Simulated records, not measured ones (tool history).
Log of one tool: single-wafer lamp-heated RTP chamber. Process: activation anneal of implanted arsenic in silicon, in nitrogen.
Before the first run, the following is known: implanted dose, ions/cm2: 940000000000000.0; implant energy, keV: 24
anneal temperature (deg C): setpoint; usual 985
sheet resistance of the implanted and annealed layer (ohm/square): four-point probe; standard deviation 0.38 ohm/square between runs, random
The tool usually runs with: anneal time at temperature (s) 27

| run | day | anneal temperature (deg C) | anneal time at temperature (s) | read-back reference wafer on the same gauge, sheet resistance | sheet resistance of the implanted and annealed layer (ohm/square) |
|---|---|---|---|---|---|
| 1 | 0 | 985 | 36 | 114.86 | 129.03 |
| 2 | 3.958 | 985 | 36 | 114.99 | 129.8 |
| 3 | 7.321 | 985 | 36 | 115.16 | 129.75 |
| 4 | 11.408 | 985 | 27 | 115.07 | 131.5 |
|  | 12.533 | pyrometer window cleaned and pyrometer calibrated |
| 5 | 14.392 | 985 | 27 | 114.97 | 131.72 |
| 6 | 18.304 | 985 | 27 | 114.96 | 131.75 |
| 7 | 20.25 | 971 | 27 | 115.04 | 135.3 |
| 8 | 23.154 | 985 | 27 | 115 | 132.4 |
| 9 | 27.146 | 985 | 27 | 114.99 | 131.96 |
| 10 | 31.517 | 985 | 27 | 114.97 | 132.49 |
| 11 | 33.708 | 985 | 27 | 115.14 | 131.59 |
| 12 | 37.154 | 968 | 24 | 115.03 | 137.73 |
| 13 | 40.162 | 962 | 27 | 114.87 | 138.38 |
|  | 41.754 | pyrometer window cleaned and pyrometer calibrated |
| 14 | 44.262 | 962 | 27 | 115.04 | 137.18 |
| 15 | 46.15 | 992 | 27 | 114.97 | 129.81 |
|  | 48.1 | reflector plate cleaned |
| 16 | 50.258 | 985 | 27 | 115.06 | 131.68 |
| 17 | 53.558 | 970 | 21 | 115 | 138.76 |
|  | 56.912 | gauge calibrated |
| 18 | 57.188 | 985 | 21 | 114.96 | 133.9 |
| 19 | 59.183 | 974 | 21 | 115.08 | 137.01 |
| 20 | 62.808 | 985 | 39 | 114.98 | 129.08 |
| 21 | 69.625 | 967 | 27 | 115.03 | 137.18 |
|  | 71.633 | pyrometer window cleaned and pyrometer calibrated |
| 22 | 80.171 | 1002 | 34 | 114.98 | 126 |
| 23 | 83.608 | 985 | 27 | 114.94 | 132.04 |
| 24 | 86.692 | 1002 | 42 | 114.88 | 124.51 |
| 25 | 90.071 | 1003 | 38 | 114.88 | 125.58 |
| 26 | 91.967 | 985 | 27 | 114.92 | 132.46 |
| 27 | 94.029 | 994 | 31 | 114.86 | 129.13 |
| 28 | 95.875 | 958 | 18 | 114.94 | 142.98 |
|  | 96.783 | reflector plate cleaned |
|  | 99.217 | pyrometer window cleaned and pyrometer calibrated |
| 29 | 102.492 | 994 | 12 | 115.02 | 136.05 |
| 30 | 105.712 | 956 | 34 | 114.95 | 137.73 |
| 31 | 108.479 | 985 | 27 | 114.95 | 131.65 |
| 32 | 111.788 | 960 | 35 | 114.84 | 135.79 |
| 33 | 115.908 | 955 | 17 | 114.95 | 143.41 |
| 34 | 118.258 | 985 | 39 | 114.92 | 128.72 |
| 35 | 120.212 | 975 | 18 | 115.03 | 138.02 |
| 36 | 123.004 | 1007 | 38 | 114.97 | 124.23 |

List, for all runs, the conditions of the tool that the log does not record:
true wafer temperature minus pyrometer reading, K: 0, the same for each run
wafer temperature error from the tarnished reflector plate, K: 0, the same for each run
gauge reads high (%): 0, the same for each run
